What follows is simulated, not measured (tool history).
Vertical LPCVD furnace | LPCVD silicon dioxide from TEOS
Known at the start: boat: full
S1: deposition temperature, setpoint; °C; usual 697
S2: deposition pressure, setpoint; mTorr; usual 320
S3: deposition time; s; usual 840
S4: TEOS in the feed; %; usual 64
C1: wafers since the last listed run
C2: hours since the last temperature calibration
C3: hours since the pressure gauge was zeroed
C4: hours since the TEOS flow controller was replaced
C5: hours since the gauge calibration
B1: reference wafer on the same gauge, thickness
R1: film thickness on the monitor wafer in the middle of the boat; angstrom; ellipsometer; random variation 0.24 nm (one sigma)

run    hour   S1   S2    S3  S4    C1      C2      C3      C4      C5     B1      R1
  1       0  697  320   840  64     0  2910.9  5016.6  2757.8   803.6  82.07   948.5
  2    34.9  697  320   840  64   593  2945.8  5051.5  2792.7   838.5  82.12   946.9
  3    60.3  697  320   840  64   432  2971.2  5076.9  2818.1   863.9  82.12   945.6
  4    91.4  697  320   840  60   528  3002.3    5108  2849.2     895   82.1   919.1
  5   155.8  697  320   840  64  1095  3066.7  5172.4  2913.6   959.4  82.03   948.9
  6   193.9  697  320   840  64   648  3104.8  5210.5  2951.7   997.5  82.12   946.9
  7   219.5  701  290   840  64   435  3130.4  5236.1  2977.3  1023.1  82.06   997.7
      256.9  -- pressure gauge zeroed
  8   288.2  701  290   840  64   760  3199.1    31.3    3046  1091.8  82.11   963.4
  9     339  701  290   840  64   864  3249.9    82.1  3096.8  1142.6  82.12   967.4
 10   387.2  697  320   840  64   819  3298.1   130.3    3145  1190.8  82.07   923.1
 11   536.8  697  320   840  64  2544  3447.7   279.9  3294.6  1340.4  82.07   920.7
 12   594.5  697  320   840  64   981  3505.4   337.6  3352.3  1398.1  82.08   925.2
 13   636.8  697  360   630  64   719  3547.7   379.9  3394.6  1440.4  82.06   737.7
 14   685.9  689  365   840  64   835  3596.8     429  3443.7  1489.5  82.04     815
      726.3  -- gauge calibrated
      731.2  -- thermocouples replaced and temperature profile calibrated
 15   835.3  697  320   840  64  2132   104.1   578.4  3593.1     109  82.18   926.8
 16   861.9  697  320   840  64   452   130.7     605  3619.7   135.6  82.08   925.9
 17   892.3  697  360   840  64   517   161.1   635.4  3650.1     166  82.15   979.8
 18   920.3  687  340   840  64   476   189.1   663.4  3678.1     194  82.18   753.1
 19     964  688  365   630  64   743   232.8   707.1  3721.8   237.7   82.1   600.8
 20  1004.7  688  365   630  64   692   273.5   747.8  3762.5   278.4  82.04   601.2
 21  1040.6  697  320   600  54   610   309.4   783.7  3798.4   314.3  82.14     607
 22  1082.8  697  320   840  64   717   351.6   825.9  3840.6   356.5   82.1   930.8
 23  1123.6  697  320   960  53   693   392.4   866.7  3881.4   397.3  82.09   963.8
 24  1170.8  697  320   840  64   802   439.6   913.9  3928.6   444.5  82.15   931.1
 25  1207.7  697  245  1050  64   627   476.5   950.8  3965.5   481.4   82.1  1018.2
     1277.2  -- TEOS flow controller replaced
 26  1277.7  697  390   840  64   782   546.5  1020.8     0.5   551.4  82.19  1025.9
 27  1326.3  697  320   720  64   826   595.1  1069.4    49.1     600   82.1   799.6
 28  1414.6  697  270   840  64  1501   683.4  1157.7   137.4   688.3  82.11   853.5
 29  1463.4  697  320   840  64   830   732.2  1206.5   186.2   737.1  82.03   929.5
 30  1532.5  697  320   840  64  1175   801.3  1275.6   255.3   806.2  82.12   932.1
 31  1719.4  693  260   840  68  3178   988.2  1462.5   442.2   993.1  82.15   785.5
 32  1743.6  700  320   660  59   411  1012.4  1486.7   466.4  1017.3  82.09   755.5

3 ways to go on from here, each from the tool as it stands after run 32. What would each give?
  A  1748.1  697  275  840  64  76  1016.9  1491.2  470.9  1021.8   ?   ?
  B  1748.1  708  320  630  69  76  1016.9  1491.2  470.9  1021.8   ?   ?
  C  1748.1  697  320  930  64  76  1016.9  1491.2  470.9  1021.8   ?   ?

run     B1      R1
  A  82.08   866.9
  B  82.08   938.4
  C  82.08  1034.3
Without the tool's hidden state the same runs would have given:
run      R1
  A   860.6
  B   932.4
  C  1027.8

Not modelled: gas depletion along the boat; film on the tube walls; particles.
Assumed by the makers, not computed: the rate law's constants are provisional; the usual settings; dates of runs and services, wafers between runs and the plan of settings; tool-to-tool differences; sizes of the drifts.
